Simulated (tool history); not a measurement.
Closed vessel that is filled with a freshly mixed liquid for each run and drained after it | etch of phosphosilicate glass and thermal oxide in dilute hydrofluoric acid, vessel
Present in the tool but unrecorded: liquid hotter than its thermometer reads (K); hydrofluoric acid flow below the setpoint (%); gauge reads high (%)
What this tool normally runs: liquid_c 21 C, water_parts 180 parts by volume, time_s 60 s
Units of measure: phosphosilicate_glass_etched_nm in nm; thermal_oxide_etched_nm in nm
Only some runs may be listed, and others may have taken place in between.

| run | day | liquid_c | water_parts | time_s | wafers since the last listed run | hours since the thermometer was replaced | hours since the hydrofluoric acid flow meter was replaced | hours since the gauge calibration | read-back film thickness of the phosphosilicate glass reference wafer, read on the same gauge (nm) | read-back film thickness of the thermal oxide reference wafer, read on the same gauge (nm) | phosphosilicate_glass_etched_nm | thermal_oxide_etched_nm |
|---|---|---|---|---|---|---|---|---|---|---|---|---|
| 1 | 0 | 21 | 180 | 60 | 0 | 1153.8 | 871.3 | 701.9 | 89.99 | 89.975 | 54.38 | 1.237 |
| 2 | 1.854 | 21 | 180 | 60 | 4649 | 1198.3 | 915.8 | 746.4 | 89.97 | 90 | 54.36 | 1.247 |
| 3 | 3.45 | 23 | 180 | 80 | 4001 | 1236.6 | 954.1 | 784.7 | 89.98 | 89.988 | 78.19 | 1.692 |
| 4 | 5.088 | 23 | 180 | 80 | 4106 | 1275.9 | 993.4 | 824 | 90 | 89.971 | 77.37 | 1.755 |
| 5 | 7.179 | 23 | 180 | 80 | 5245 | 1326.1 | 1043.6 | 874.2 | 89.97 | 89.956 | 78.34 | 1.751 |
| 6 | 9.133 | 21 | 180 | 60 | 4900 | 1373 | 1090.5 | 921.1 | 90.01 | 90.013 | 54.34 | 1.222 |
| 7 | 11.667 | 21 | 180 | 60 | 6352 | 1433.8 | 1151.3 | 981.9 | 89.98 | 90.02 | 54.33 | 1.235 |
| 8 | 13.417 | 21 | 180 | 60 | 4388 | 1475.8 | 1193.3 | 1023.9 | 90.03 | 90.003 | 54.1 | 1.248 |
|  | 14.979 | gauge calibrated |
| 9 | 15.379 | 23.5 | 180 | 60 | 4921 | 1522.9 | 1240.4 | 9.6 | 90.06 | 90.006 | 59.8 | 1.386 |
| 10 | 17.975 | 23.5 | 180 | 60 | 6509 | 1585.2 | 1302.7 | 71.9 | 89.97 | 90.009 | 59.55 | 1.35 |
| 11 | 19.421 | 23.5 | 230 | 60 | 3625 | 1619.9 | 1337.4 | 106.6 | 90.02 | 90.031 | 44.34 | 0.946 |
| 12 | 21.692 | 21 | 90 | 45 | 5694 | 1674.4 | 1391.9 | 161.1 | 89.95 | 89.988 | 90.51 | 1.993 |
|  | 21.871 | thermometer replaced |
| 13 | 24.596 | 19 | 235 | 30 | 7178 | 65.4 | 1461.6 | 230.8 | 89.97 | 90.027 | 17.16 | 0.374 |
| 14 | 26.8 | 22.5 | 180 | 75 | 5527 | 118.3 | 1514.5 | 283.7 | 89.97 | 90.007 | 68.32 | 1.531 |
| 15 | 28.396 | 18.5 | 245 | 60 | 4001 | 156.6 | 1552.8 | 322 | 89.97 | 90.046 | 32.34 | 0.71 |
| 16 | 30.075 | 25.5 | 230 | 30 | 4210 | 196.9 | 1593.1 | 362.3 | 90.05 | 90.025 | 22.72 | 0.499 |
| 17 | 32.35 | 21 | 180 | 30 | 5704 | 251.5 | 1647.7 | 416.9 | 89.98 | 89.981 | 25.93 | 0.58 |
|  | 33.762 | hydrofluoric acid flow meter replaced |
| 18 | 34.988 | 21 | 125 | 60 | 6509 | 314.8 | 29.4 | 480.2 | 89.99 | 90.004 | 83.12 | 1.91 |
| 19 | 37.25 | 23 | 180 | 80 | 5673 | 369.1 | 83.7 | 534.5 | 90.01 | 89.999 | 77.73 | 1.813 |
| 20 | 40.075 | 17 | 215 | 45 | 7084 | 436.9 | 151.5 | 602.3 | 89.99 | 90.007 | 28.43 | 0.665 |
| 21 | 42.717 | 23 | 180 | 80 | 6624 | 500.3 | 214.9 | 665.7 | 90.01 | 90.02 | 78.98 | 1.681 |

Run-by-run hidden state of the tool:
gauge reads high (%): 0, the same for each run
H1: liquid hotter than its thermometer reads (K)
H2: hydrofluoric acid flow below the setpoint (%)
| run | H1 | H2 |
|---|---|---|
| 1 | 0.915 | 2.44 |
| 2 | 0.95 | 2.56 |
| 3 | 0.98 | 2.67 |
| 4 | 1.01 | 2.77 |
| 5 | 1.05 | 2.91 |
| 6 | 1.09 | 3.03 |
| 7 | 1.13 | 3.19 |
| 8 | 1.17 | 3.31 |
| 9 | 1.2 | 3.43 |
| 10 | 1.25 | 3.6 |
| 11 | 1.28 | 3.69 |
| 12 | 1.32 | 3.84 |
| 13 | 0.161 | 4.03 |
| 14 | 0.203 | 4.17 |
| 15 | 0.233 | 4.27 |
| 16 | 0.265 | 4.38 |
| 17 | 0.307 | 4.52 |
| 18 | 0.357 | 0.367 |
| 19 | 0.4 | 0.513 |
| 20 | 0.453 | 0.695 |
| 21 | 0.503 | 0.865 |

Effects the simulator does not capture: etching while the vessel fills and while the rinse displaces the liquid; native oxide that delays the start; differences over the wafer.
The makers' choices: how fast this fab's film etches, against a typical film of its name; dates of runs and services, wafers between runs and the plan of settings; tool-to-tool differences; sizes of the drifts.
